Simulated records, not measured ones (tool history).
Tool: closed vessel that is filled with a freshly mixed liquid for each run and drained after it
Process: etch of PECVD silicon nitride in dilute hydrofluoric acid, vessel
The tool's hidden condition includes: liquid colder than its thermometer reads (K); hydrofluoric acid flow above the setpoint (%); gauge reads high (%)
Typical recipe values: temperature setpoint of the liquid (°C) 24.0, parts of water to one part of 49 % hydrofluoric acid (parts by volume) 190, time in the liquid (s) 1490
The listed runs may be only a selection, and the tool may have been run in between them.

run	day	temperature setpoint of the liquid (°C)	parts of water to one part of 49 % hydrofluoric acid (parts by volume)	time in the liquid (s)	wafers since the last listed run	hours since the thermometer was replaced	hours since the hydrofluoric acid flow meter was replaced	hours since the gauge calibration	read-back film thickness of the PECVD silicon nitride reference wafer, read on the same gauge (nm)	thickness taken off the PECVD silicon nitride on a monitor wafer (Å)
1	0.000	25.0	190	1930	0	2831.8	1138.3	414.9	89.23	647.2
2	2.700	24.0	190	1490	3171	2896.6	1203.1	479.7	88.91	470.8
3	5.175	24.0	190	1490	2907	2956.0	1262.5	539.1	88.63	467.1
4	7.688	24.0	190	1490	2951	3016.3	1322.8	599.4	88.25	469.6
5	9.642	24.0	190	1490	2295	3063.2	1369.7	646.3	87.97	456.5
6	12.317	24.0	190	1490	3142	3127.4	1433.9	710.5	87.49	463.4
# day 12.604: thermometer replaced
7	14.608	24.0	190	1490	2643	48.1	1488.9	765.5	87.10	453.4
# day 15.038: gauge calibrated
# day 16.829: hydrofluoric acid flow meter replaced
8	17.200	24.0	155	1860	2995	110.3	8.9	51.9	90.06	729.3
9	19.242	20.0	125	1490	2398	159.3	57.9	100.9	90.00	553.1
10	20.808	24.0	130	1125	1840	196.9	95.5	138.5	89.97	524.5
11	23.642	22.0	165	1490	3328	264.9	163.5	206.5	89.82	479.2
12	26.633	24.0	190	1490	3514	336.7	235.3	278.3	89.64	469.7
13	28.246	24.0	190	2035	1894	375.4	274.0	317.0	89.55	642.1
14	30.071	26.0	160	1220	2143	419.2	317.8	360.8	89.39	519.2

Here are 3 independent what-if runs from the current tool condition. What would each one return?
A	30.117	28.5	190	1490	53	420.3	318.9	361.9	?	?
B	30.117	24.0	165	1855	53	420.3	318.9	361.9	?	?
C	30.117	20.5	120	1180	53	420.3	318.9	361.9	?	?

run	read-back film thickness of the PECVD silicon nitride reference wafer, read on the same gauge (nm)	thickness taken off the PECVD silicon nitride on a monitor wafer (Å)
A	89.38	618.3
B	89.38	669.1
C	89.38	462.4
What these runs would have given with no unlogged condition in the tool:
run	thickness taken off the PECVD silicon nitride on a monitor wafer (Å)
A	622.5
B	673.6
C	465.6

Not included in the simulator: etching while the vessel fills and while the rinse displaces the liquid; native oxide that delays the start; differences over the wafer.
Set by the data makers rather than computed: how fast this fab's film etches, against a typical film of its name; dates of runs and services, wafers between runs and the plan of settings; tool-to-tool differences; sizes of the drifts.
